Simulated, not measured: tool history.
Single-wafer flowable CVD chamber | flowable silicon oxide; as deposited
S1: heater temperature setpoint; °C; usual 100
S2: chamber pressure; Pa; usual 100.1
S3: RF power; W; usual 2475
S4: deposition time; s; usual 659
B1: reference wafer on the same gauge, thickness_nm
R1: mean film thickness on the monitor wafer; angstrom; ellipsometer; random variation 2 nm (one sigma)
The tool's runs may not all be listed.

run	day	S1	S2	S3	S4	B1	R1
1	0.000	100	100.1	2475	659	397.234	3946.87
2	1.175	100	109.5	2825	659	396.876	4376.82
3	1.858	100	100.1	2475	659	397.314	3963.39
4	2.950	100	100.1	2475	659	397.274	3975.39
# day 3.704: thermocouple changed; heater temperature recalibrated
5	3.804	100	100.1	2475	659	397.310	3750.92
6	4.750	100	100.1	2475	659	396.976	3710.98
7	6.212	100	100.1	2475	659	397.430	3742.27
8	7.662	107	100.1	2215	571	396.833	2574.95
9	8.483	91	108.9	2690	545	396.213	4337.28
# day 8.842: gauge calibrated
10	9.462	100	100.1	2475	659	397.489	3670.57
11	10.850	111	100.1	2475	659	396.588	2654.23
12	11.746	94	87.5	2045	659	397.141	3762.57
# day 13.033: RF generator calibrated
13	13.150	108	75.9	2475	566	396.254	1884.28
# day 15.188: showerhead replaced
14	16.942	111	83.2	2600	582	396.989	1965.65
15	17.829	100	100.1	2475	536	396.580	2940.51
16	18.429	100	82.0	2125	659	396.656	2951.19
17	19.833	113	118.0	2235	659	396.867	2946.50
18	20.642	100	100.1	2475	659	396.031	3664.37
19	21.558	100	100.1	2085	562	396.923	3062.62
20	22.462	100	109.6	2475	659	396.752	4010.86
21	23.150	100	100.1	2475	751	396.089	4203.03
22	23.671	100	100.1	2475	659	397.408	3672.06
23	24.825	100	100.1	2475	659	396.652	3650.93
24	25.592	100	100.1	2475	659	396.418	3670.99
25	26.554	104	100.1	2475	701	397.602	3471.24
26	27.512	109	90.7	2170	533	397.267	2021.39
27	28.654	100	100.1	2475	659	396.980	3682.15

The same runs without the tool's hidden state, with the same run-to-run variation:
The hidden state here: wafer temperature above the value expected at the setpoint (K); delivered RF power above the setpoint (%); true pressure above the setpoint (%); gauge reads high (%).
run	R1
1	3768.00
2	4181.37
3	3788.55
4	3801.50
5	3827.42
6	3795.10
7	3839.01
8	2648.45
9	4467.18
10	3786.44
11	2742.89
12	3896.86
13	1957.10
14	2044.48
15	3055.45
16	3071.47
17	3059.74
18	3809.96
19	3184.44
20	4168.98
21	4369.69
22	3817.31
23	3794.23
24	3814.08
25	3603.69
26	2101.01
27	3819.74
